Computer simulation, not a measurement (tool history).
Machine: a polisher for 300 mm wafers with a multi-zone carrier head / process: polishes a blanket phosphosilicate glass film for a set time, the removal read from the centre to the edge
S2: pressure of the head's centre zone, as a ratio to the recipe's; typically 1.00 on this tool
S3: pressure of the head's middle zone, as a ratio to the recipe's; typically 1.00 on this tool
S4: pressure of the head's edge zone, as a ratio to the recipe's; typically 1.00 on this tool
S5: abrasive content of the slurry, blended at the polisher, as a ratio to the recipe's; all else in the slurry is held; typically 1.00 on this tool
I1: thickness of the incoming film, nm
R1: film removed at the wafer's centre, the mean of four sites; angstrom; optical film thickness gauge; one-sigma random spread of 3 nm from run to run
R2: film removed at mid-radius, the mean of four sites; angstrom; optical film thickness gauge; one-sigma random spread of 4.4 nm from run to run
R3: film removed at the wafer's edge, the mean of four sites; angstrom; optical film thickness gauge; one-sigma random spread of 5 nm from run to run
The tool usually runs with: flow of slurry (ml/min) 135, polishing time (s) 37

run 1 hour=0.0 | flow_of_slurry_(ml/min)=135 S2=1.00 S3=1.00 S4=1.05 S5=1.00 polishing_time_(s)=42 | I1=4304.2 | R1=4794 R2=4869 R3=4992
run 2 hour=18.5 | flow_of_slurry_(ml/min)=135 S2=1.00 S3=1.00 S4=1.00 S5=0.85 polishing_time_(s)=37 | I1=4303.8 | R1=3885 R2=3963 R3=3964
run 3 hour=86.2 | flow_of_slurry_(ml/min)=135 S2=1.00 S3=1.00 S4=1.00 S5=0.85 polishing_time_(s)=37 | I1=4335.9 | R1=3847 R2=3856 R3=3938
-- hour=92.3 worn pad replaced by a new one
run 4 hour=114.7 | flow_of_slurry_(ml/min)=135 S2=1.00 S3=1.00 S4=1.00 S5=0.85 polishing_time_(s)=37 | I1=4374.4 | R1=3842 R2=3915 R3=3871
-- hour=117.5 edge zone pressure recalibrated
run 5 hour=129.3 | flow_of_slurry_(ml/min)=135 S2=1.00 S3=1.00 S4=1.00 S5=1.00 polishing_time_(s)=37 | I1=4424.0 | R1=4256 R2=4249 R3=4282
-- hour=140.8 slurry nozzle cleaned
run 6 hour=155.5 | flow_of_slurry_(ml/min)=135 S2=1.00 S3=1.00 S4=1.00 S5=1.00 polishing_time_(s)=37 | I1=4349.5 | R1=4223 R2=4235 R3=4264
-- hour=177.4 centre zone pressure recalibrated
run 7 hour=184.8 | flow_of_slurry_(ml/min)=135 S2=1.00 S3=1.00 S4=1.00 S5=1.00 polishing_time_(s)=37 | I1=4372.0 | R1=4219 R2=4250 R3=4266
run 8 hour=203.4 | flow_of_slurry_(ml/min)=135 S2=1.10 S3=0.92 S4=0.92 S5=1.20 polishing_time_(s)=37 | I1=4408.1 | R1=5081 R2=4423 R3=4535
run 9 hour=231.3 | flow_of_slurry_(ml/min)=135 S2=1.00 S3=1.00 S4=1.00 S5=1.00 polishing_time_(s)=31 | I1=4292.5 | R1=3530 R2=3587 R3=3559
run 10 hour=244.9 | flow_of_slurry_(ml/min)=135 S2=1.00 S3=1.00 S4=1.00 S5=1.00 polishing_time_(s)=37 | I1=4324.9 | R1=4251 R2=4258 R3=4360
run 11 hour=260.3 | flow_of_slurry_(ml/min)=135 S2=1.00 S3=0.90 S4=1.00 S5=1.00 polishing_time_(s)=37 | I1=4314.8 | R1=4239 R2=4067 R3=4265
-- hour=265.0 worn pad replaced by a new one
run 12 hour=284.3 | flow_of_slurry_(ml/min)=135 S2=1.00 S3=1.00 S4=1.00 S5=1.00 polishing_time_(s)=37 | I1=4383.1 | R1=4210 R2=4297 R3=4212
-- hour=290.1 carrier head's membrane replaced by a new one
run 13 hour=312.8 | flow_of_slurry_(ml/min)=135 S2=1.00 S3=1.00 S4=1.00 S5=1.00 polishing_time_(s)=37 | I1=4357.1 | R1=4230 R2=4218 R3=4212
run 14 hour=348.1 | flow_of_slurry_(ml/min)=165 S2=1.00 S3=1.00 S4=1.00 S5=0.90 polishing_time_(s)=43 | I1=4387.1 | R1=4895 R2=4825 R3=4895
run 15 hour=381.1 | flow_of_slurry_(ml/min)=150 S2=1.00 S3=1.00 S4=0.95 S5=0.80 polishing_time_(s)=31 | I1=4378.3 | R1=3235 R2=3232 R3=3208

Hidden state, per run?
removal rate lost through wear of the pad, %: 0, the same for each run
slurry flow missing at the pad, %: 0, the same for each run
deviation of the centre zone's pressure from its setpoint, %: 0, the same for each run
deviation of the edge zone's pressure from its setpoint, %: 0, the same for each run

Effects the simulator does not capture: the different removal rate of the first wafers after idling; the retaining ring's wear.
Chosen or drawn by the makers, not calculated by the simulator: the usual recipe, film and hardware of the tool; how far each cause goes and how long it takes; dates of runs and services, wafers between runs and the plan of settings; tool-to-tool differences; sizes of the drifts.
